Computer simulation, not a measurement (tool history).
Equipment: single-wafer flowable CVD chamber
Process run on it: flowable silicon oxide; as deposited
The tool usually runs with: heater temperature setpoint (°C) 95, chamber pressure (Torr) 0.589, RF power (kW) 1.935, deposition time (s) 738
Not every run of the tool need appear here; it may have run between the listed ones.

run,hour,heater temperature setpoint (°C),chamber pressure (Torr),RF power (kW),deposition time (s),wafers since the last listed run,hours since the last thermocouple change,hours since the last RF generator calibration,hours since the last manometer calibration,hours since the showerhead was replaced,hours since the gauge calibration,"read-back reference wafer on the same gauge, thickness_nm",mean film thickness on the monitor wafer (Å)
1,0.0,95,0.589,2.050,738,0,583.1,1581.0,1622.7,3199.2,696.1,283.199,3303.49
2,50.9,95,0.589,1.935,738,103,634.0,1631.9,1673.6,3250.1,747.0,282.928,3264.84
3,76.4,95,0.589,1.935,738,52,659.5,1657.4,1699.1,3275.6,772.5,282.901,3260.62
4,134.5,95,0.589,1.775,738,118,717.6,1715.5,1757.2,3333.7,830.6,282.799,3168.57
# hour 181.2: showerhead replaced
5,198.9,95,0.589,1.775,738,115,782.0,1779.9,1821.6,17.7,895.0,282.817,3145.85
# hour 210.4: capacitance manometer re-zeroed and calibrated
6,260.4,95,0.589,1.775,738,109,843.5,1841.4,50.0,79.2,956.5,283.142,3143.57
7,320.1,95,0.589,1.825,738,121,903.2,1901.1,109.7,138.9,1016.2,282.972,3182.56
8,392.0,95,0.589,1.825,738,146,975.1,1973.0,181.6,210.8,1088.1,282.806,3170.58
9,434.2,95,0.589,1.935,738,86,1017.3,2015.2,223.8,253.0,1130.3,283.066,3258.12
10,468.6,95,0.589,1.935,738,70,1051.7,2049.6,258.2,287.4,1164.7,283.095,3247.00
11,498.0,95,0.723,1.935,778,59,1081.1,2079.0,287.6,316.8,1194.1,282.685,4163.25
# hour 522.1: RF generator calibrated
12,557.1,95,0.589,1.765,738,104,1140.2,35.0,346.7,375.9,1253.2,283.215,3248.37
13,611.2,95,0.589,1.765,738,110,1194.3,89.1,400.8,430.0,1307.3,282.994,3243.05
14,640.2,95,0.589,1.935,738,59,1223.3,118.1,429.8,459.0,1336.3,282.751,3323.50
15,702.5,95,0.589,1.935,851,127,1285.6,180.4,492.1,521.3,1398.6,283.104,3817.18
16,762.6,81,0.589,1.935,738,122,1345.7,240.5,552.2,581.4,1458.7,283.098,5303.99
17,826.6,95,0.589,1.935,738,130,1409.7,304.5,616.2,645.4,1522.7,282.892,3335.02
# hour 844.6: thermocouple changed; heater temperature recalibrated
18,888.3,109,0.628,1.595,688,109,43.7,366.2,677.9,707.1,1584.4,283.166,1869.31
# hour 920.9: gauge calibrated
19,947.2,95,0.522,1.675,738,120,102.6,425.1,736.8,766.0,26.3,283.236,2818.30
20,987.7,102,0.492,1.935,738,82,143.1,465.6,777.3,806.5,66.8,283.276,2166.53
21,1055.9,95,0.589,1.935,738,139,211.3,533.8,845.5,874.7,135.0,282.921,3298.75
22,1119.7,95,0.589,1.935,841,130,275.1,597.6,909.3,938.5,198.8,283.105,3770.11
23,1176.9,95,0.589,1.935,738,116,332.3,654.8,966.5,995.7,256.0,283.172,3305.34
24,1232.7,95,0.589,2.115,738,113,388.1,710.6,1022.3,1051.5,311.8,283.088,3383.71
25,1284.2,95,0.589,1.935,738,105,439.6,762.1,1073.8,1103.0,363.3,283.105,3306.67
26,1354.6,95,0.589,1.935,806,143,510.0,832.5,1144.2,1173.4,433.7,283.000,3608.05
27,1419.6,95,0.496,1.935,659,132,575.0,897.5,1209.2,1238.4,498.7,282.744,2479.20
28,1443.7,83,0.589,1.935,787,49,599.1,921.6,1233.3,1262.5,522.8,283.064,5246.82

Each row is a separate what-if for the run after 28, all from the same tool condition, not one after another. Results?
A,1444.3,95,0.589,1.935,738,1,599.7,922.2,1233.9,1263.1,523.4,?,?
B,1444.3,95,0.520,1.935,648,1,599.7,922.2,1233.9,1263.1,523.4,?,?
C,1444.3,91,0.521,1.770,779,1,599.7,922.2,1233.9,1263.1,523.4,?,?
D,1444.3,95,0.704,1.935,670,1,599.7,922.2,1233.9,1263.1,523.4,?,?

run,"read-back reference wafer on the same gauge, thickness_nm",mean film thickness on the monitor wafer (Å)
A,282.865,3305.11
B,282.865,2568.04
C,282.865,3470.29
D,282.865,3586.99
Stripped of hidden state, with their random variation kept, the same runs would have yielded:
run,mean film thickness on the monitor wafer (Å)
A,3344.73
B,2598.82
C,3521.68
D,3629.99
